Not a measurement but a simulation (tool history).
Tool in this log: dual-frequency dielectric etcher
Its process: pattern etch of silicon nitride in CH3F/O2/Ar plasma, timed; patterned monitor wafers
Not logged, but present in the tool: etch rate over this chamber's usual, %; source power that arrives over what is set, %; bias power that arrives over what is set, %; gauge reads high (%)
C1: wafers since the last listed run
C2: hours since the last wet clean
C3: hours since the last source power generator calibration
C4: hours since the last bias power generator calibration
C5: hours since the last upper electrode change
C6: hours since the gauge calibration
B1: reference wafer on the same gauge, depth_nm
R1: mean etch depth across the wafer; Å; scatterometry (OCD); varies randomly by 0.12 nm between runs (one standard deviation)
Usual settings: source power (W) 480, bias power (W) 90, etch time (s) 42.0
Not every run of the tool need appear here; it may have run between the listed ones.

run 1 hour=0.0 | source_power_(W)=530 bias_power_(W)=106 etch_time_(s)=42.0 | C1=0 C2=372.3 C3=2718.8 C4=1892.7 C5=2684.3 C6=40.9 | B1=41.49 | R1=392.7
run 2 hour=8.4 | source_power_(W)=480 bias_power_(W)=90 etch_time_(s)=42.0 | C1=115 C2=380.7 C3=2727.2 C4=1901.1 C5=2692.7 C6=49.3 | B1=41.48 | R1=350.3
run 3 hour=22.8 | source_power_(W)=480 bias_power_(W)=90 etch_time_(s)=42.0 | C1=198 C2=395.1 C3=2741.6 C4=1915.5 C5=2707.1 C6=63.7 | B1=41.49 | R1=351.5
run 4 hour=40.2 | source_power_(W)=480 bias_power_(W)=90 etch_time_(s)=42.0 | C1=239 C2=412.5 C3=2759.0 C4=1932.9 C5=2724.5 C6=81.1 | B1=41.50 | R1=349.5
-- hour=53.9 gauge calibrated
-- hour=56.0 bias power generator calibrated
-- hour=76.9 upper electrode replaced
run 5 hour=77.4 | source_power_(W)=530 bias_power_(W)=90 etch_time_(s)=42.0 | C1=168 C2=449.7 C3=2796.2 C4=21.4 C5=0.5 C6=23.5 | B1=41.49 | R1=360.8
run 6 hour=77.7 | source_power_(W)=530 bias_power_(W)=90 etch_time_(s)=42.0 | C1=4 C2=450.0 C3=2796.5 C4=21.7 C5=0.8 C6=23.8 | B1=41.48 | R1=360.2
-- hour=89.6 source power generator calibrated
run 7 hour=90.1 | source_power_(W)=480 bias_power_(W)=80 etch_time_(s)=48.0 | C1=115 C2=462.4 C3=0.5 C4=34.1 C5=13.2 C6=36.2 | B1=41.50 | R1=373.0
-- hour=116.9 wet clean of the chamber
run 8 hour=117.4 | source_power_(W)=430 bias_power_(W)=84 etch_time_(s)=46.0 | C1=45 C2=0.5 C3=27.8 C4=61.4 C5=40.5 C6=63.5 | B1=41.51 | R1=367.0
run 9 hour=117.7 | source_power_(W)=520 bias_power_(W)=90 etch_time_(s)=42.0 | C1=4 C2=0.8 C3=28.1 C4=61.7 C5=40.8 C6=63.8 | B1=41.49 | R1=372.4
run 10 hour=118.1 | source_power_(W)=480 bias_power_(W)=90 etch_time_(s)=42.0 | C1=5 C2=1.2 C3=28.5 C4=62.1 C5=41.2 C6=64.2 | B1=41.50 | R1=361.2
run 11 hour=119.3 | source_power_(W)=480 bias_power_(W)=102 etch_time_(s)=42.0 | C1=16 C2=2.4 C3=29.7 C4=63.3 C5=42.4 C6=65.4 | B1=41.49 | R1=380.6
run 12 hour=125.5 | source_power_(W)=590 bias_power_(W)=76 etch_time_(s)=33.5 | C1=85 C2=8.6 C3=35.9 C4=69.5 C5=48.6 C6=71.6 | B1=41.49 | R1=288.6
run 13 hour=138.9 | source_power_(W)=540 bias_power_(W)=105 etch_time_(s)=42.0 | C1=184 C2=22.0 C3=49.3 C4=82.9 C5=62.0 C6=85.0 | B1=41.52 | R1=404.7
-- hour=141.7 gauge calibrated
run 14 hour=147.0 | source_power_(W)=480 bias_power_(W)=84 etch_time_(s)=53.5 | C1=111 C2=30.1 C3=57.4 C4=91.0 C5=70.1 C6=5.3 | B1=41.52 | R1=441.2
run 15 hour=155.3 | source_power_(W)=480 bias_power_(W)=90 etch_time_(s)=42.0 | C1=114 C2=38.4 C3=65.7 C4=99.3 C5=78.4 C6=13.6 | B1=41.48 | R1=359.7

Forecast each of these 5 alternatives for the next run:
run A hour=155.7 | source_power_(W)=480 bias_power_(W)=90 etch_time_(s)=33.0 | C1=5 C2=38.8 C3=66.1 C4=99.7 C5=78.8 C6=14.0 | B1=? | R1=?
run B hour=155.7 | source_power_(W)=480 bias_power_(W)=71 etch_time_(s)=36.5 | C1=5 C2=38.8 C3=66.1 C4=99.7 C5=78.8 C6=14.0 | B1=? | R1=?
run C hour=155.7 | source_power_(W)=480 bias_power_(W)=107 etch_time_(s)=37.0 | C1=5 C2=38.8 C3=66.1 C4=99.7 C5=78.8 C6=14.0 | B1=? | R1=?
run D hour=155.7 | source_power_(W)=480 bias_power_(W)=90 etch_time_(s)=52.0 | C1=5 C2=38.8 C3=66.1 C4=99.7 C5=78.8 C6=14.0 | B1=? | R1=?
run E hour=155.7 | source_power_(W)=480 bias_power_(W)=72 etch_time_(s)=42.0 | C1=5 C2=38.8 C3=66.1 C4=99.7 C5=78.8 C6=14.0 | B1=? | R1=?

run=A B1=41.49 R1=281.3
run=B B1=41.49 R1=277.3
run=C B1=41.49 R1=342.5
run=D B1=41.49 R1=443.2
run=E B1=41.49 R1=321.2
The same runs, with their run-to-run variation unchanged, on a tool lacking any hidden condition would have given:
run=A R1=284.7
run=B R1=280.7
run=C R1=346.7
run=D R1=448.6
run=E R1=325.2
